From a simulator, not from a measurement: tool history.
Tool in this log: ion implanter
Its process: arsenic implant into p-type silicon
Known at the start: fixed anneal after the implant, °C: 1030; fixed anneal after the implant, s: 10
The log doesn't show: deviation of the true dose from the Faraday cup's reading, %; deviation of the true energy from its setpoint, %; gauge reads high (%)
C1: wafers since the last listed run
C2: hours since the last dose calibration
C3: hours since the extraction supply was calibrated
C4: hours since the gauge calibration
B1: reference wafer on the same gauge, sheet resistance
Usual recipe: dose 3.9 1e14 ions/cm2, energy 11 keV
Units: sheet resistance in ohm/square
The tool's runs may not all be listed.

Run 1, hour 0: usual settings but energy 12.5 keV; C1 0; C2 38.8; C3 4414.9; C4 2126.1; B1 264.05. Result: sheet resistance 307.28 ohm/square.
Run 2, hour 78.1: usual settings but dose 4.65 1e14 ions/cm2, energy 12 keV; C1 695; C2 116.9; C3 4493; C4 2204.2; B1 264.04. Result: sheet resistance 271.44 ohm/square.
Run 3, hour 145.4: usual settings but dose 4.79 1e14 ions/cm2; C1 599; C2 184.2; C3 4560.3; C4 2271.5; B1 264.06. Result: sheet resistance 267.6 ohm/square.
Run 4, hour 192.5: usual settings but dose 4.79 1e14 ions/cm2; C1 419; C2 231.3; C3 4607.4; C4 2318.6; B1 264.08. Result: sheet resistance 268.29 ohm/square.
Run 5, hour 234: usual settings but dose 4.79 1e14 ions/cm2; C1 369; C2 272.8; C3 4648.9; C4 2360.1; B1 264.03. Result: sheet resistance 268.06 ohm/square.
Run 6, hour 293.7: usual settings; C1 531; C2 332.5; C3 4708.6; C4 2419.8; B1 263.97. Result: sheet resistance 312.1 ohm/square.
Run 7, hour 517: usual settings; C1 1988; C2 555.8; C3 4931.9; C4 2643.1; B1 263.99. Result: sheet resistance 313.33 ohm/square.
Run 8, hour 576.5: usual settings; C1 529; C2 615.3; C3 4991.4; C4 2702.6; B1 264. Result: sheet resistance 313.29 ohm/square.
Run 9, hour 645.1: usual settings but energy 13.5 keV; C1 610; C2 683.9; C3 5060; C4 2771.2; B1 264.07. Result: sheet resistance 307.5 ohm/square.
At hour 701.4: extraction supply calibrated.
Run 10, hour 710.1: usual settings but dose 4.38 1e14 ions/cm2, energy 12.5 keV; C1 507; C2 748.9; C3 8.7; C4 2836.2; B1 264.04. Result: sheet resistance 284.61 ohm/square.
At hour 776.5: Faraday cup replaced and dose calibrated, repeated, since the last time left the tool worse.
Run 11, hour 786.5: usual settings but dose 4.38 1e14 ions/cm2, energy 12.5 keV; C1 608; C2 10; C3 85.1; C4 2912.6; B1 263.97. Result: sheet resistance 271.09 ohm/square.
Run 12, hour 894: usual settings but dose 4.38 1e14 ions/cm2, energy 12.5 keV; C1 957; C2 117.5; C3 192.6; C4 3020.1; B1 263.97. Result: sheet resistance 271.03 ohm/square.
Run 13, hour 1117: usual settings but dose 3.45 1e14 ions/cm2, energy 12.5 keV; C1 1985; C2 340.5; C3 415.6; C4 3243.1; B1 264.04. Result: sheet resistance 324.34 ohm/square.
Run 14, hour 1222.9: usual settings but energy 9 keV; C1 942; C2 446.4; C3 521.5; C4 3349; B1 264.05. Result: sheet resistance 304.3 ohm/square.
At hour 1263.7: gauge calibrated.
Run 15, hour 1277: usual settings but dose 5.01 1e14 ions/cm2, energy 9 keV; C1 481; C2 500.5; C3 575.6; C4 13.3; B1 263.88. Result: sheet resistance 255.24 ohm/square.
Run 16, hour 1318.9: usual settings; C1 373; C2 542.4; C3 617.5; C4 55.2; B1 264.14. Result: sheet resistance 300.29 ohm/square.
Run 17, hour 1384.1: usual settings but dose 4.91 1e14 ions/cm2, energy 8.5 keV; C1 580; C2 607.6; C3 682.7; C4 120.4; B1 263.97. Result: sheet resistance 260.99 ohm/square.
Run 18, hour 1485.9: usual settings but dose 3.3 1e14 ions/cm2, energy 8 keV; C1 906; C2 709.4; C3 784.5; C4 222.2; B1 264.02. Result: sheet resistance 349.85 ohm/square.
Run 19, hour 1587.3: usual settings but dose 3.18 1e14 ions/cm2; C1 902; C2 810.8; C3 885.9; C4 323.6; B1 263.94. Result: sheet resistance 351.65 ohm/square.
Run 20, hour 1630.5: usual settings but dose 4.9 1e14 ions/cm2; C1 384; C2 854; C3 929.1; C4 366.8; B1 263.9. Result: sheet resistance 255.63 ohm/square.
Run 21, hour 1698.5: usual settings but dose 5.03 1e14 ions/cm2, energy 7.5 keV; C1 605; C2 922; C3 997.1; C4 434.8; B1 263.93. Result: sheet resistance 259.99 ohm/square.
Run 22, hour 1742.5: usual settings; C1 391; C2 966; C3 1041.1; C4 478.8; B1 263.97. Result: sheet resistance 301.48 ohm/square.
Run 23, hour 1802.7: usual settings but dose 3.45 1e14 ions/cm2, energy 12.5 keV; C1 535; C2 1026.2; C3 1101.3; C4 539; B1 264.06. Result: sheet resistance 326.96 ohm/square.
Run 24, hour 1894.2: usual settings but dose 4.47 1e14 ions/cm2, energy 13.5 keV; C1 814; C2 1117.7; C3 1192.8; C4 630.5; B1 264.05. Result: sheet resistance 267.82 ohm/square.
Run 25, hour 1987.5: usual settings but dose 4.98 1e14 ions/cm2, energy 14.5 keV; C1 830; C2 1211; C3 1286.1; C4 723.8; B1 263.97. Result: sheet resistance 246.5 ohm/square.
Run 26, hour 2050.2: usual settings but dose 3.53 1e14 ions/cm2, energy 8.5 keV; C1 558; C2 1273.7; C3 1348.8; C4 786.5; B1 264.01. Result: sheet resistance 335.4 ohm/square.
Run 27, hour 2111.5: usual settings; C1 545; C2 1335; C3 1410.1; C4 847.8; B1 264.17. Result: sheet resistance 303.54 ohm/square.
Run 28, hour 2153.9: usual settings but dose 3.25 1e14 ions/cm2; C1 377; C2 1377.4; C3 1452.5; C4 890.2; B1 263.84. Result: sheet resistance 349.11 ohm/square.
Run 29, hour 2249.2: usual settings but dose 2.93 1e14 ions/cm2; C1 848; C2 1472.7; C3 1547.8; C4 985.5; B1 264.05. Result: sheet resistance 374.74 ohm/square.
Run 30, hour 2318: usual settings but dose 4.39 1e14 ions/cm2, energy 9.5 keV; C1 612; C2 1541.5; C3 1616.6; C4 1054.3; B1 263.95. Result: sheet resistance 283.58 ohm/square.
At hour 2339.3: Faraday cup replaced and dose calibrated.
Run 31, hour 2399.9: usual settings but dose 4.97 1e14 ions/cm2, energy 8.5 keV; C1 657; C2 60.6; C3 1698.5; C4 1136.2; B1 264.08. Result: sheet resistance 258.5 ohm/square.
Run 32, hour 2465.3: usual settings; C1 582; C2 126; C3 1763.9; C4 1201.6; B1 263.98. Result: sheet resistance 301.27 ohm/square.
Run 33, hour 2572.2: usual settings but dose 3.36 1e14 ions/cm2; C1 951; C2 232.9; C3 1870.8; C4 1308.5; B1 264.07. Result: sheet resistance 336.24 ohm/square.
Run 34, hour 2632.3: usual settings but dose 3.16 1e14 ions/cm2; C1 535; C2 293; C3 1930.9; C4 1368.6; B1 264. Result: sheet resistance 353.41 ohm/square.
Run 35, hour 2714.5: usual settings but energy 10 keV; C1 731; C2 375.2; C3 2013.1; C4 1450.8; B1 264.06. Result: sheet resistance 304.28 ohm/square.
Run 36, hour 2821.3: usual settings; C1 950; C2 482; C3 2119.9; C4 1557.6; B1 264.05. Result: sheet resistance 304.19 ohm/square.
Run 37, hour 2921.1: usual settings but dose 4.77 1e14 ions/cm2, energy 8 keV; C1 888; C2 581.8; C3 2219.7; C4 1657.4; B1 264.09. Result: sheet resistance 270.13 ohm/square.

Consider 4 possible next runs. They are alternatives, not a sequence: every one starts from the tool as it was left by run 37. What does each give?
Run A, hour 2921.5: usual settings; C1 3; C2 582.2; C3 2220.1; C4 1657.8; B1 ?. Result: sheet resistance ?.
Run B, hour 2921.5: usual settings but dose 4.55 1e14 ions/cm2, energy 13 keV; C1 3; C2 582.2; C3 2220.1; C4 1657.8; B1 ?. Result: sheet resistance ?.
Run C, hour 2921.5: usual settings but dose 2.8 1e14 ions/cm2, energy 8.5 keV; C1 3; C2 582.2; C3 2220.1; C4 1657.8; B1 ?. Result: sheet resistance ?.
Run D, hour 2921.5: usual settings but dose 3.19 1e14 ions/cm2, energy 10 keV; C1 3; C2 582.2; C3 2220.1; C4 1657.8; B1 ?. Result: sheet resistance ?.

run      B1  sheet resistance
  A  263.96            303.09
  B  263.96            266.39
  C  263.96               399
  D  263.96             355.6
Without the tool's unlogged condition, the same runs would have read:
run  sheet resistance
  A            298.98
  B            262.88
  C            393.36
  D            350.64

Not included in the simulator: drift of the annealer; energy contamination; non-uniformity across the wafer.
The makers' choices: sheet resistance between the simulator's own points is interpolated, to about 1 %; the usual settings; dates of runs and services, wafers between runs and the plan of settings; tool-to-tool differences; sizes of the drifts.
